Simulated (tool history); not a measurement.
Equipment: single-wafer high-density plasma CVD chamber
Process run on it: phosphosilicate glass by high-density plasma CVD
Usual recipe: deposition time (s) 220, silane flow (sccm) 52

run,day,deposition time (s),silane flow (sccm),"read-back reference wafer on the same gauge, thickness_nm",mean film thickness on the monitor wafer (angstrom)
1,0.000,220,44,1061.542,10404.66
2,0.529,220,44,1060.775,10444.12
3,1.221,220,44,1060.976,10454.40
4,2.025,220,52,1058.838,12341.26
5,3.462,220,52,1058.966,12294.55
6,4.042,220,52,1057.054,12231.96
7,4.546,220,52,1057.024,12215.13
8,5.975,220,52,1056.293,12332.86
9,6.717,220,52,1054.913,12269.76
10,7.308,220,52,1053.042,12304.58
11,8.379,220,52,1053.880,12216.24
12,9.704,220,52,1051.152,12227.08
13,10.767,220,52,1049.885,12190.27
14,11.654,220,58,1049.494,13555.89
15,12.896,220,52,1047.963,12214.40
16,13.921,220,52,1044.606,12236.90
17,15.025,247,52,1043.106,13664.21
18,18.758,220,52,1037.273,12068.81
19,19.875,220,52,1035.462,12032.04
20,21.092,189,48,1034.292,9587.75
21,21.625,248,46,1032.743,11974.48
22,22.867,188,56,1030.317,11047.61
23,23.429,220,62,1028.387,14381.30
24,24.412,237,48,1027.052,11975.83
25,25.554,220,46,1024.501,10527.67
26,27.046,207,44,1073.833,9910.70
27,28.542,249,52,1072.233,14115.60
28,29.133,194,43,1074.112,9132.23
29,29.992,220,52,1074.327,12557.22
30,31.279,220,52,1073.309,12518.58
31,32.379,189,48,1073.772,9893.02
32,33.262,255,48,1072.385,13335.07
33,36.533,220,52,1071.154,12408.80

Not shown here: 2 entries made in the log between runs. Locate each between two listed runs and compare the hidden state at the listed run before it with the hidden state at the listed run after it:
From run 15 to run 16: silane flow controller replaced (day 13.746)
  gauge reads high (%): -2.15 -> -2.29
  what was measured, less what the result would be without the hidden state, mean film thickness on the monitor wafer (angstrom): -268.99 -> -287.25
From run 25 to run 26: gauge calibrated (day 26.658)
  gauge reads high (%): -4.22 -> 0.357
  what was measured, less what the result would be without the hidden state, mean film thickness on the monitor wafer (angstrom): -464.26 -> +35.23

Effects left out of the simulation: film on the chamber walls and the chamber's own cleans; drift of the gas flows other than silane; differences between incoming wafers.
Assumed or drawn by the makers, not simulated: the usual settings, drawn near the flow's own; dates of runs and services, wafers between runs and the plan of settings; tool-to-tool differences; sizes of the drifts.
